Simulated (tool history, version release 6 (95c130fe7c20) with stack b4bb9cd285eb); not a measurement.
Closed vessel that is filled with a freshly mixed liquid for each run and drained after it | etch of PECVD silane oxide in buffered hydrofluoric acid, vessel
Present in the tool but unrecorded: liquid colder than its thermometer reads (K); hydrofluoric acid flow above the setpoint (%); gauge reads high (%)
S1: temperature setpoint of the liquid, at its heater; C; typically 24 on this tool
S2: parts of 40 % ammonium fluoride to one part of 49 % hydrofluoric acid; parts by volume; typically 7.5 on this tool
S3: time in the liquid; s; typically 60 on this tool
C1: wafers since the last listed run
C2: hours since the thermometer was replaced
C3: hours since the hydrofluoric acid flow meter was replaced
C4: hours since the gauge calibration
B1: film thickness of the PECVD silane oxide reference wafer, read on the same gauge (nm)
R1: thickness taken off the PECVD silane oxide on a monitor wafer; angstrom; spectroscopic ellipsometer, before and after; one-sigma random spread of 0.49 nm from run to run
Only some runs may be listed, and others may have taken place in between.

Run 1, hour 0: usual settings; C1 0; C2 448.9; C3 950.8; C4 461.5; B1 69.99. Result: R1 1486.9 angstrom.
Run 2, hour 87.8: usual settings; C1 6717; C2 536.7; C3 1038.6; C4 549.3; B1 69.99. Result: R1 1485.6 angstrom.
Run 3, hour 166.8: usual settings; C1 6044; C2 615.7; C3 1117.6; C4 628.3; B1 69.99. Result: R1 1476.5 angstrom.
Run 4, hour 248.5: usual settings but S2 6.5 parts by volume; C1 6250; C2 697.4; C3 1199.3; C4 710; B1 70.02. Result: R1 1702.1 angstrom.
Run 5, hour 292.2: usual settings but S2 6.5 parts by volume; C1 3343; C2 741.1; C3 1243; C4 753.7; B1 69.99. Result: R1 1686.7 angstrom.
Run 6, hour 332.4: usual settings but S2 6.5 parts by volume; C1 3075; C2 781.3; C3 1283.2; C4 793.9; B1 70.03. Result: R1 1698.4 angstrom.
At hour 340.1: thermometer replaced.
Run 7, hour 430.6: usual settings but S1 26.5 C, S3 85 s; C1 7436; C2 90.5; C3 1381.4; C4 892.1; B1 70.01. Result: R1 2354.3 angstrom.
Run 8, hour 468.4: usual settings; C1 2891; C2 128.3; C3 1419.2; C4 929.9; B1 69.98. Result: R1 1433 angstrom.
At hour 489.1: thermometer replaced, repeated, since the last time left the tool worse.
Run 9, hour 505.7: usual settings; C1 2777; C2 16.6; C3 1456.5; C4 967.2; B1 70. Result: R1 1500 angstrom.
Run 10, hour 546.1: usual settings but S1 26 C; C1 3090; C2 57; C3 1496.9; C4 1007.6; B1 70.02. Result: R1 1676.1 angstrom.
At hour 547.3: gauge calibrated.
Run 11, hour 610.6: usual settings but S2 10.5 parts by volume; C1 4934; C2 121.5; C3 1561.4; C4 63.3; B1 70.01. Result: R1 1103.4 angstrom.
At hour 616.4: hydrofluoric acid flow meter replaced.
Run 12, hour 678.5: usual settings but S1 21 C, S2 5 parts by volume; C1 5118; C2 189.4; C3 62.1; C4 131.2; B1 70. Result: R1 1827.8 angstrom.
Run 13, hour 752.2: usual settings but S2 10 parts by volume; C1 5638; C2 263.1; C3 135.8; C4 204.9; B1 69.95. Result: R1 1149.3 angstrom.
Run 14, hour 822.3: usual settings but S2 9.5 parts by volume, S3 80 s; C1 5363; C2 333.2; C3 205.9; C4 275; B1 70. Result: R1 1577 angstrom.

Hidden state, per run?
hydrofluoric acid flow above the setpoint (%): 0 on each run
gauge reads high (%): 0 on each run
H1: liquid colder than its thermometer reads (K)
run      H1
  1   0.259
  2   0.304
  3   0.345
  4   0.388
  5   0.411
  6   0.432
  7   0.833
  8   0.853
  9  0.0208
 10  0.0418
 11  0.0753
 12   0.111
 13   0.149
 14   0.185
